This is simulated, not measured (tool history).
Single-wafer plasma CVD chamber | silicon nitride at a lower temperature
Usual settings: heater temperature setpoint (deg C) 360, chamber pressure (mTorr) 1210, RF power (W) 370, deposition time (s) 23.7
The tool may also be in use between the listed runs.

run   hour  heater temperature setpoint (deg C)  chamber pressure (mTorr)  RF power (W)  deposition time (s)  read-back reference wafer on the same gauge, thickness_nm  mean film thickness on the monitor wafer (nm)
  1      0                                  360                      1210           370                 23.7                                                     33.492                                         27.013
  2   17.7                                  360                      1210           370                 23.7                                                     33.496                                         27.094
  3   33.6                                  360                      1210           370                 23.7                                                      33.51                                         27.142
  4   49.2                                  360                      1090           370                   21                                                     33.503                                         23.253
  5     57                                  360                      1090           370                   21                                                     33.501                                         23.203
  6   73.1                                  360                      1090           370                   21                                                     33.479                                         23.185
  7   79.9                                  360                      1210           370                 23.7                                                     33.506                                          27.06
  8   93.8                                  360                      1210           370                 23.7                                                     33.497                                         27.021
  9  104.2                                  360                      1210           370                 23.7                                                     33.491                                          26.98
 10    116                                  360                      1210           370                 23.7                                                     33.499                                         26.921
     126.1  -- thermocouple changed; heater temperature recalibrated
 11  126.6                                  360                      1210           370                 23.7                                                     33.504                                         26.973
 12  136.6                                  360                      1210           370                 23.7                                                     33.488                                         26.924
     144.7  -- showerhead replaced
 13  152.8                                  360                      1210           370                 23.7                                                     33.494                                         26.902
       157  -- gauge calibrated
 14  160.9                                  360                      1210           370                 23.7                                                     33.487                                         26.817
 15  169.6                                  370                      1040           370                 23.7                                                     33.505                                         25.668
 16  176.4                                  360                      1210           370                 23.7                                                     33.479                                         26.868
 17  186.5                                  374                      1130           320                 19.4                                                     33.509                                          19.95
 18  200.8                                  360                      1210           370                 23.7                                                       33.5                                         26.801
 19  209.4                                  360                      1430           370                 26.9                                                     33.496                                         31.784
     225.8  -- RF generator calibrated
       228  -- capacitance manometer re-zeroed and calibrated
 20  228.5                                  372                      1210           370                 23.7                                                     33.505                                         27.965
 21  243.9                                  349                      1070           405                 25.6                                                     33.492                                         30.777
 22    253                                  347                      1210           370                 23.7                                                     33.506                                         28.151
 23  267.6                                  360                      1380           410                 23.7                                                     33.498                                         30.741
 24  280.8                                  353                      1380           440                 19.6                                                     33.524                                         26.278
 25    292                                  360                      1010           370                 23.7                                                     33.514                                         26.648
 26  304.1                                  360                      1210           370                 23.7                                                     33.493                                         28.028
 27  311.9                                  368                       920           345                 25.4                                                     33.496                                         26.769
 28  325.8                                  355                      1210           370                 23.7                                                     33.505                                         28.031

Consider 4 possible next runs. They are alternatives, not a sequence: every one starts from the tool as it was left by run 28. What does each give?
  A  326.2                                  364                      1210           370                 23.7                                                          ?                                              ?
  B  326.2                                  372                      1210           405                 26.8                                                          ?                                              ?
  C  326.2                                  369                      1370           315                 19.8                                                          ?                                              ?
  D  326.2                                  347                      1360           370                 23.7                                                          ?                                              ?

run  read-back reference wafer on the same gauge, thickness_nm  mean film thickness on the monitor wafer (nm)
  A                                                     33.491                                         28.051
  B                                                     33.491                                         33.139
  C                                                     33.491                                         22.287
  D                                                     33.491                                         29.136
With no hidden state in the tool, these same runs would have given:
run  mean film thickness on the monitor wafer (nm)
  A                                         28.124
  B                                          33.22
  C                                         22.347
  D                                         29.212
